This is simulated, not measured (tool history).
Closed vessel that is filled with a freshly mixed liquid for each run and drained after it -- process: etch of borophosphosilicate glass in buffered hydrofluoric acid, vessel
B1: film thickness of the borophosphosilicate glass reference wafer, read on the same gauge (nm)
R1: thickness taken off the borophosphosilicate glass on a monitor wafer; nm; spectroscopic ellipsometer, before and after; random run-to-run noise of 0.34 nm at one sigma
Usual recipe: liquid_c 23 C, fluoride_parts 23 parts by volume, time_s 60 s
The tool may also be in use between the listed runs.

{"run": 1, "hour": 0.0, "liquid_c": 23, "fluoride_parts": 23, "time_s": 60, "B1": 58.93, "R1": 42.65}
{"run": 2, "hour": 37.0, "liquid_c": 23, "fluoride_parts": 23, "time_s": 60, "B1": 58.9, "R1": 42.65}
{"run": 3, "hour": 66.8, "liquid_c": 23, "fluoride_parts": 23, "time_s": 60, "B1": 58.79, "R1": 42.22}
{"run": 4, "hour": 129.6, "liquid_c": 23, "fluoride_parts": 23, "time_s": 60, "B1": 58.59, "R1": 42.1}
{"run": 5, "hour": 163.1, "liquid_c": 23, "fluoride_parts": 23, "time_s": 60, "B1": 58.53, "R1": 42.26}
{"run": 6, "hour": 230.2, "liquid_c": 23, "fluoride_parts": 17.5, "time_s": 60, "B1": 58.35, "R1": 52.21}
{"run": 7, "hour": 266.6, "liquid_c": 23, "fluoride_parts": 17.5, "time_s": 60, "B1": 58.17, "R1": 52.93}
{"run": 8, "hour": 334.6, "liquid_c": 23, "fluoride_parts": 17.5, "time_s": 60, "B1": 57.92, "R1": 52.25}
{"run": 9, "hour": 399.1, "liquid_c": 23, "fluoride_parts": 23, "time_s": 60, "B1": 57.75, "R1": 42.11}
{"run": 10, "hour": 450.2, "liquid_c": 23, "fluoride_parts": 23, "time_s": 60, "B1": 57.56, "R1": 41.59}
{"run": 11, "hour": 519.0, "liquid_c": 23, "fluoride_parts": 23, "time_s": 60, "B1": 57.28, "R1": 41.21}
{"hour": 634.6, "done": "thermometer replaced"}
{"run": 12, "hour": 695.9, "liquid_c": 23, "fluoride_parts": 28.5, "time_s": 60, "B1": 56.51, "R1": 35}
{"run": 13, "hour": 738.6, "liquid_c": 23, "fluoride_parts": 23, "time_s": 60, "B1": 56.32, "R1": 40.24}
{"run": 14, "hour": 790.4, "liquid_c": 23, "fluoride_parts": 23, "time_s": 85, "B1": 56.06, "R1": 56.26}
{"run": 15, "hour": 827.5, "liquid_c": 23, "fluoride_parts": 23, "time_s": 85, "B1": 55.89, "R1": 56.71}
{"hour": 838.6, "done": "gauge calibrated"}
{"run": 16, "hour": 870.0, "liquid_c": 19.5, "fluoride_parts": 15, "time_s": 45, "B1": 59.41, "R1": 38.74}
{"run": 17, "hour": 908.8, "liquid_c": 19, "fluoride_parts": 23, "time_s": 70, "B1": 59.45, "R1": 39.89}
{"run": 18, "hour": 965.8, "liquid_c": 18.5, "fluoride_parts": 19, "time_s": 45, "B1": 59.33, "R1": 29.32}
{"run": 19, "hour": 997.3, "liquid_c": 23, "fluoride_parts": 19.5, "time_s": 60, "B1": 59.36, "R1": 48.37}
{"run": 20, "hour": 1056.6, "liquid_c": 24.5, "fluoride_parts": 30, "time_s": 60, "B1": 59.33, "R1": 38.9}
{"run": 21, "hour": 1113.6, "liquid_c": 21.5, "fluoride_parts": 29, "time_s": 30, "B1": 59.31, "R1": 16.73}
{"hour": 1119.0, "done": "hydrofluoric acid flow meter replaced"}
{"run": 22, "hour": 1169.6, "liquid_c": 25, "fluoride_parts": 19, "time_s": 75, "B1": 59.26, "R1": 69.44}
{"run": 23, "hour": 1206.2, "liquid_c": 18.5, "fluoride_parts": 17, "time_s": 75, "B1": 59.19, "R1": 53.48}
{"run": 24, "hour": 1277.9, "liquid_c": 23, "fluoride_parts": 23, "time_s": 60, "B1": 59.1, "R1": 43}
{"run": 25, "hour": 1335.6, "liquid_c": 23, "fluoride_parts": 29, "time_s": 80, "B1": 59.04, "R1": 48.42}
{"run": 26, "hour": 1395.7, "liquid_c": 25, "fluoride_parts": 30, "time_s": 35, "B1": 58.95, "R1": 23.11}
{"run": 27, "hour": 1422.2, "liquid_c": 26.5, "fluoride_parts": 23, "time_s": 85, "B1": 58.93, "R1": 73.23}
{"run": 28, "hour": 1492.3, "liquid_c": 19.5, "fluoride_parts": 16.5, "time_s": 75, "B1": 58.77, "R1": 57.52}
{"run": 29, "hour": 1539.3, "liquid_c": 23, "fluoride_parts": 23, "time_s": 60, "B1": 58.71, "R1": 42.19}
{"run": 30, "hour": 1571.6, "liquid_c": 23, "fluoride_parts": 28, "time_s": 60, "B1": 58.62, "R1": 36.43}
{"run": 31, "hour": 1638.4, "liquid_c": 25.5, "fluoride_parts": 23, "time_s": 35, "B1": 58.45, "R1": 28.23}
{"run": 32, "hour": 1705.0, "liquid_c": 23, "fluoride_parts": 23, "time_s": 60, "B1": 58.3, "R1": 41.49}

Forecast each of these 3 alternatives for the next run:
{"run": "A", "hour": 1705.7, "liquid_c": 23, "fluoride_parts": 23, "time_s": 60, "B1": "?", "R1": "?"}
{"run": "B", "hour": 1705.7, "liquid_c": 21.5, "fluoride_parts": 27, "time_s": 50, "B1": "?", "R1": "?"}
{"run": "C", "hour": 1705.7, "liquid_c": 23, "fluoride_parts": 29, "time_s": 30, "B1": "?", "R1": "?"}

run=A B1=58.33 R1=42
run=B B1=58.33 R1=28.85
run=C B1=58.33 R1=17.89
Without the tool's unlogged condition, the same runs would have read:
run=A R1=43.21
run=B R1=29.68
run=C R1=18.41
